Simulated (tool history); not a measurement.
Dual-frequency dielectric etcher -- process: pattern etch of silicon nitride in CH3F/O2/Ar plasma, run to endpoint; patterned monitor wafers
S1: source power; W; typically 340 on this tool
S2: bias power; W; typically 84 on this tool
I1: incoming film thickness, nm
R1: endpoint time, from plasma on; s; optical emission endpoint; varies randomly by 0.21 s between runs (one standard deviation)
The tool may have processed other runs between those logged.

run,hour,S1,S2,I1,R1
1,0,380,84,21.23,30.6
# hour 44.8: wet clean of the chamber
2,45.3,340,84,21.26,29.8
3,69.6,340,84,21.04,30
4,109.6,340,84,21.27,30.3
5,144.5,280,73,21.12,34.8
6,212,280,73,21.13,35.1
7,246.7,340,84,21.31,30.9
8,281.5,340,84,21.39,31.2
9,310.3,340,84,21.32,31.4
10,343.7,340,84,21.11,31.1
# hour 356.4: bias power generator calibrated
# hour 392.2: wet clean of the chamber
11,475.6,290,84,21.22,32.3
12,537.3,340,84,21.14,30.9
13,562.3,390,70,20.97,32.1
# hour 572: source power generator calibrated
14,627.8,340,100,21.27,28.5
15,668.5,270,73,21.09,35.5
16,717.2,310,84,21.19,32.2
# hour 761.6: upper electrode replaced
# hour 762: wet clean of the chamber
17,770.2,300,65,21.28,35.3
18,825.3,340,84,21.28,29.9
19,884.7,290,76,21.01,33
20,932.6,310,84,21.29,31.2
21,962.8,280,91,20.96,30.5

Measured minus without-hidden-state, run by run (identical run-to-run variation in each term; gauge scatter may differ):
Hidden state at play: etch rate over this chamber's usual, %; source power that arrives over what is set, %; bias power that arrives over what is set, %.
run,R1
1,+1.3
2,-0.1
3,+0
4,+0.3
5,+0.4
6,+0.7
7,+0.8
8,+0.9
9,+1
10,+1.2
11,+0.3
12,+0.5
13,+0.6
14,+0.8
15,+1.2
16,+1.2
17,-0.4
18,-0.2
19,+0.1
20,+0.2
21,+0.3

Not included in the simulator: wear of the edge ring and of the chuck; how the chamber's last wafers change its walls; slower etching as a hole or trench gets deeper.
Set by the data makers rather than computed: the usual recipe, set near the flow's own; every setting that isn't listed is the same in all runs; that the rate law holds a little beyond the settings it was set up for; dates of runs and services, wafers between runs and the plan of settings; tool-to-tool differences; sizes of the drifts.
